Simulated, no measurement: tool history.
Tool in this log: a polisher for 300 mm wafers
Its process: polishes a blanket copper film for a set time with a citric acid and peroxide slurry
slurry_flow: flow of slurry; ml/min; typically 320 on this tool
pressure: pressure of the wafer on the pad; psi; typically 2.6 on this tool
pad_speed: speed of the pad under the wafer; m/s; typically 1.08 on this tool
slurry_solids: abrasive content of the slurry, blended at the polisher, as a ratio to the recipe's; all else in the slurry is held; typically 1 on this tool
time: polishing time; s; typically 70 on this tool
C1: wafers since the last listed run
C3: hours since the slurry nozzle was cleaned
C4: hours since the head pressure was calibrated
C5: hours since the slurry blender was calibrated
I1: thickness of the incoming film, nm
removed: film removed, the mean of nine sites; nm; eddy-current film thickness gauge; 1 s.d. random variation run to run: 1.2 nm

{"run": 1, "hour": 0.0, "slurry_flow": 320, "pressure": 2.6, "pad_speed": 1.08, "slurry_solids": 1, "time": 70, "C1": 0, "wafers polished on this pad": 223, "C3": 454.9, "C4": 234.1, "C5": 331.8, "I1": 941.7, "removed": 121.7}
{"run": 2, "hour": 14.5, "slurry_flow": 320, "pressure": 2.6, "pad_speed": 1.08, "slurry_solids": 1, "time": 70, "C1": 170, "wafers polished on this pad": 394, "C3": 469.4, "C4": 248.6, "C5": 346.3, "I1": 934.5, "removed": 122.8}
{"run": 3, "hour": 41.1, "slurry_flow": 320, "pressure": 2.6, "pad_speed": 1.08, "slurry_solids": 1, "time": 70, "C1": 313, "wafers polished on this pad": 707, "C3": 496, "C4": 275.2, "C5": 372.9, "I1": 946.3, "removed": 123.6}
{"run": 4, "hour": 60.4, "slurry_flow": 320, "pressure": 2.6, "pad_speed": 1.08, "slurry_solids": 1, "time": 70, "C1": 227, "wafers polished on this pad": 934, "C3": 515.3, "C4": 294.5, "C5": 392.2, "I1": 943.3, "removed": 121.3}
{"run": 5, "hour": 72.8, "slurry_flow": 320, "pressure": 2.6, "pad_speed": 1.08, "slurry_solids": 1, "time": 70, "C1": 146, "wafers polished on this pad": 1080, "C3": 527.7, "C4": 306.9, "C5": 404.6, "I1": 948.6, "removed": 119.7}
{"hour": 101.6, "done": "slurry blender recalibrated"}
{"run": 6, "hour": 105.6, "slurry_flow": 320, "pressure": 2.6, "pad_speed": 1.08, "slurry_solids": 1, "time": 70, "C1": 362, "wafers polished on this pad": 1443, "C3": 560.5, "C4": 339.7, "C5": 4, "I1": 949, "removed": 122.9}
{"run": 7, "hour": 129.4, "slurry_flow": 320, "pressure": 2.6, "pad_speed": 1.08, "slurry_solids": 1, "time": 70, "C1": 280, "wafers polished on this pad": 1723, "C3": 584.3, "C4": 363.5, "C5": 27.8, "I1": 921.4, "removed": 122.1}
{"run": 8, "hour": 151.6, "slurry_flow": 320, "pressure": 2.6, "pad_speed": 1.08, "slurry_solids": 1, "time": 70, "C1": 261, "wafers polished on this pad": 1985, "C3": 606.5, "C4": 385.7, "C5": 50, "I1": 951.7, "removed": 123.8}
{"hour": 160.1, "done": "head pressure recalibrated"}
{"hour": 166.6, "done": "worn pad replaced by a new one"}
{"run": 9, "hour": 221.5, "slurry_flow": 320, "pressure": 2.6, "pad_speed": 1.08, "slurry_solids": 1, "time": 70, "C1": 752, "wafers polished on this pad": 647, "C3": 676.4, "C4": 61.4, "C5": 119.9, "I1": 937.4, "removed": 123.4}
{"run": 10, "hour": 246.6, "slurry_flow": 320, "pressure": 2.6, "pad_speed": 1.08, "slurry_solids": 1, "time": 70, "C1": 295, "wafers polished on this pad": 942, "C3": 701.5, "C4": 86.5, "C5": 145, "I1": 945.2, "removed": 123.5}
{"run": 11, "hour": 271.6, "slurry_flow": 320, "pressure": 2.6, "pad_speed": 1.08, "slurry_solids": 1, "time": 70, "C1": 294, "wafers polished on this pad": 1237, "C3": 726.5, "C4": 111.5, "C5": 170, "I1": 949.1, "removed": 122.3}
{"run": 12, "hour": 299.5, "slurry_flow": 320, "pressure": 2.6, "pad_speed": 1.08, "slurry_solids": 1, "time": 70, "C1": 328, "wafers polished on this pad": 1565, "C3": 754.4, "C4": 139.4, "C5": 197.9, "I1": 939.3, "removed": 123.7}
{"run": 13, "hour": 328.7, "slurry_flow": 320, "pressure": 2.6, "pad_speed": 1.08, "slurry_solids": 1, "time": 70, "C1": 343, "wafers polished on this pad": 1909, "C3": 783.6, "C4": 168.6, "C5": 227.1, "I1": 937, "removed": 120.6}
{"hour": 340.7, "done": "worn pad replaced by a new one"}
{"hour": 343.3, "done": "slurry nozzle cleaned"}
{"run": 14, "hour": 361.1, "slurry_flow": 320, "pressure": 2.6, "pad_speed": 1.08, "slurry_solids": 1, "time": 70, "C1": 322, "wafers polished on this pad": 227, "C3": 17.8, "C4": 201, "C5": 259.5, "I1": 949.8, "removed": 124.5}
{"run": 15, "hour": 391.3, "slurry_flow": 255, "pressure": 2.6, "pad_speed": 1.36, "slurry_solids": 1.25, "time": 60, "C1": 355, "wafers polished on this pad": 583, "C3": 48, "C4": 231.2, "C5": 289.7, "I1": 939.4, "removed": 122.7}
{"run": 16, "hour": 412.6, "slurry_flow": 320, "pressure": 2.6, "pad_speed": 1.08, "slurry_solids": 1, "time": 70, "C1": 250, "wafers polished on this pad": 834, "C3": 69.3, "C4": 252.5, "C5": 311, "I1": 925, "removed": 122.8}
{"run": 17, "hour": 427.5, "slurry_flow": 320, "pressure": 2.6, "pad_speed": 0.96, "slurry_solids": 0.85, "time": 59, "C1": 175, "wafers polished on this pad": 1010, "C3": 84.2, "C4": 267.4, "C5": 325.9, "I1": 946.1, "removed": 93.4}
{"run": 18, "hour": 449.7, "slurry_flow": 320, "pressure": 2.6, "pad_speed": 1.08, "slurry_solids": 0.7, "time": 78, "C1": 261, "wafers polished on this pad": 1271, "C3": 106.4, "C4": 289.6, "C5": 348.1, "I1": 940.6, "removed": 131.4}
{"run": 19, "hour": 484.1, "slurry_flow": 395, "pressure": 2.6, "pad_speed": 1.08, "slurry_solids": 1, "time": 70, "C1": 405, "wafers polished on this pad": 1676, "C3": 140.8, "C4": 324, "C5": 382.5, "I1": 938.4, "removed": 123.3}
{"hour": 486.7, "done": "slurry blender recalibrated"}
{"hour": 508.9, "done": "worn pad replaced by a new one"}
{"run": 20, "hour": 518.9, "slurry_flow": 320, "pressure": 2.6, "pad_speed": 1.08, "slurry_solids": 1, "time": 70, "C1": 339, "wafers polished on this pad": 117, "C3": 175.6, "C4": 358.8, "C5": 32.2, "I1": 941.7, "removed": 121.9}
{"run": 21, "hour": 556.7, "slurry_flow": 320, "pressure": 2.6, "pad_speed": 0.76, "slurry_solids": 1.15, "time": 70, "C1": 445, "wafers polished on this pad": 563, "C3": 213.4, "C4": 396.6, "C5": 70, "I1": 934.4, "removed": 98.8}
{"hour": 569.9, "done": "head pressure recalibrated"}
{"run": 22, "hour": 582.8, "slurry_flow": 320, "pressure": 2, "pad_speed": 1.08, "slurry_solids": 1, "time": 70, "C1": 283, "wafers polished on this pad": 846, "C3": 239.5, "C4": 12.9, "C5": 96.1, "I1": 933, "removed": 97.8}
{"run": 23, "hour": 678.7, "slurry_flow": 320, "pressure": 2.6, "pad_speed": 1.08, "slurry_solids": 1, "time": 70, "C1": 1129, "wafers polished on this pad": 1976, "C3": 335.4, "C4": 108.8, "C5": 192, "I1": 934.3, "removed": 121.5}
{"hour": 704.2, "done": "worn pad replaced by a new one"}
{"run": 24, "hour": 704.7, "slurry_flow": 320, "pressure": 2.6, "pad_speed": 1.08, "slurry_solids": 1, "time": 70, "C1": 259, "wafers polished on this pad": 5, "C3": 361.4, "C4": 134.8, "C5": 218, "I1": 947.6, "removed": 122.3}
{"run": 25, "hour": 716.9, "slurry_flow": 320, "pressure": 3, "pad_speed": 1.08, "slurry_solids": 0.7, "time": 47, "C1": 143, "wafers polished on this pad": 149, "C3": 373.6, "C4": 147, "C5": 230.2, "I1": 945.4, "removed": 89.7}
{"run": 26, "hour": 744.0, "slurry_flow": 320, "pressure": 2.6, "pad_speed": 1.08, "slurry_solids": 1.25, "time": 91, "C1": 319, "wafers polished on this pad": 468, "C3": 400.7, "C4": 174.1, "C5": 257.3, "I1": 951.2, "removed": 160.7}
{"run": 27, "hour": 765.2, "slurry_flow": 275, "pressure": 2.6, "pad_speed": 1.08, "slurry_solids": 1, "time": 70, "C1": 249, "wafers polished on this pad": 717, "C3": 421.9, "C4": 195.3, "C5": 278.5, "I1": 949.8, "removed": 118.7}
{"run": 28, "hour": 780.2, "slurry_flow": 320, "pressure": 2.6, "pad_speed": 1.08, "slurry_solids": 1, "time": 70, "C1": 176, "wafers polished on this pad": 894, "C3": 436.9, "C4": 210.3, "C5": 293.5, "I1": 939.7, "removed": 122.1}
{"run": 29, "hour": 804.3, "slurry_flow": 320, "pressure": 2.6, "pad_speed": 0.74, "slurry_solids": 1, "time": 92, "C1": 283, "wafers polished on this pad": 1178, "C3": 461, "C4": 234.4, "C5": 317.6, "I1": 940.7, "removed": 126.8}
{"run": 30, "hour": 828.6, "slurry_flow": 320, "pressure": 2.9, "pad_speed": 0.96, "slurry_solids": 1, "time": 92, "C1": 286, "wafers polished on this pad": 1464, "C3": 485.3, "C4": 258.7, "C5": 341.9, "I1": 935.5, "removed": 163.4}
{"run": 31, "hour": 856.5, "slurry_flow": 320, "pressure": 2.6, "pad_speed": 1.3, "slurry_solids": 1, "time": 70, "C1": 328, "wafers polished on this pad": 1793, "C3": 513.2, "C4": 286.6, "C5": 369.8, "I1": 949, "removed": 138.4}

Exercise: give the hidden state of the tool at every run:
removal rate lost through wear of the pad, %: 0 on each run
slurry flow missing at the pad, %: 0 on each run
deviation of the head's pressure from its setpoint, %: 0 on each run
abrasive missing from the slurry, %: 0 on each run
